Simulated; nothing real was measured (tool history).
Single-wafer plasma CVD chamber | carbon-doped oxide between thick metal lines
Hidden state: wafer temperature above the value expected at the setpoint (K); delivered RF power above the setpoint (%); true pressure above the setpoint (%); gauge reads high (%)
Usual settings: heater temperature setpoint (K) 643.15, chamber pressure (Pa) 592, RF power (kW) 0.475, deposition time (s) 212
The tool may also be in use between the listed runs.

run,hour,heater temperature setpoint (K),chamber pressure (Pa),RF power (kW),deposition time (s),wafers since the last listed run,hours since the last thermocouple change,hours since the last RF generator calibration,hours since the last manometer calibration,hours since the showerhead was replaced,hours since the gauge calibration,"read-back reference wafer on the same gauge, thickness_nm",mean film thickness on the monitor wafer (angstrom)
1,0,643.15,592,0.475,212,0,2590.8,1094.4,12.3,6571.4,583.4,1190.127,9991.02
2,15.9,643.15,592,0.475,212,143,2606.7,1110.3,28.2,6587.3,599.3,1189.052,9987.65
3,45.8,643.15,592,0.475,212,270,2636.6,1140.2,58.1,6617.2,629.2,1189.114,9957.58
4,70,643.15,592,0.475,212,218,2660.8,1164.4,82.3,6641.4,653.4,1189.697,9950.43
5,82.1,643.15,592,0.475,212,109,2672.9,1176.5,94.4,6653.5,665.5,1190.075,9991.67
6,105.2,643.15,592,0.475,212,209,2696,1199.6,117.5,6676.6,688.6,1189.084,9969.21
7,133.1,643.15,592,0.475,212,252,2723.9,1227.5,145.4,6704.5,716.5,1188.975,9961.86
# hour 149.8: thermocouple changed; heater temperature recalibrated
8,164.3,656.15,592,0.475,251,209,14.5,1258.7,176.6,6735.7,747.7,1190.696,11500.81
9,184.8,630.15,592,0.475,212,185,35,1279.2,197.1,6756.2,768.2,1188.805,10195.03
# hour 191.3: gauge calibrated
10,199.1,643.15,537,0.38,212,129,49.3,1293.5,211.4,6770.5,7.8,1189.14,7438.8
11,218.6,643.15,592,0.475,212,176,68.8,1313,230.9,6790,27.3,1189.651,9980.45
12,247.9,643.15,592,0.475,212,265,98.1,1342.3,260.2,6819.3,56.6,1190.712,9890.3
13,262.5,652.15,479,0.445,229,132,112.7,1356.9,274.8,6833.9,71.2,1189.965,9402.35
14,285.5,636.15,723,0.45,212,208,135.7,1379.9,297.8,6856.9,94.2,1190.043,9838.57
15,307.2,635.15,492,0.475,212,196,157.4,1401.6,319.5,6878.6,115.9,1190.29,9706.27
16,326.4,643.15,461,0.415,212,173,176.6,1420.8,338.7,6897.8,135.1,1189.664,8094.91
# hour 349.3: RF generator calibrated
17,353.5,643.15,592,0.475,212,172,203.7,4.2,365.8,6924.9,162.2,1190.412,10290.3
# hour 362.9: showerhead replaced
18,383.4,643.15,651,0.415,231,198,233.6,34.1,395.7,20.5,192.1,1190.857,9724.86
19,462.1,643.15,592,0.475,183,712,312.3,112.8,474.4,99.2,270.8,1189.741,8854.73
20,479.6,650.15,592,0.475,212,158,329.8,130.3,491.9,116.7,288.3,1190.451,10074.29
21,492.5,643.15,592,0.41,212,116,342.7,143.2,504.8,129.6,301.2,1189.637,8657.82
22,524.5,643.15,592,0.475,212,289,374.7,175.2,536.8,161.6,333.2,1190.346,10212.06
23,545.6,643.15,677,0.475,212,190,395.8,196.3,557.9,182.7,354.3,1189.322,10506.82
24,565.4,638.15,592,0.41,242,179,415.6,216.1,577.7,202.5,374.1,1189.868,9942.96
25,596.7,643.15,729,0.475,240,283,446.9,247.4,609,233.8,405.4,1189.291,11937.89
26,620.6,656.15,592,0.53,171,216,470.8,271.3,632.9,257.7,429.3,1189.581,8889.76
27,653.9,643.15,592,0.475,238,301,504.1,304.6,666.2,291,462.6,1189.766,11406.6

What the log doesn't show, run by run:
wafer temperature above the value expected at the setpoint (K): 0 in every run
true pressure above the setpoint (%): 0 in every run
gauge reads high (%): 0 in every run
H1: delivered RF power above the setpoint (%)
run,H1
1,-2.8
2,-2.84
3,-2.9
4,-2.96
5,-2.99
6,-3.04
7,-3.11
8,-3.18
9,-3.23
10,-3.26
11,-3.31
12,-3.37
13,-3.41
14,-3.46
15,-3.51
16,-3.56
17,-0.239
18,-0.309
19,-0.492
20,-0.532
21,-0.562
22,-0.637
23,-0.686
24,-0.732
25,-0.805
26,-0.86
27,-0.938
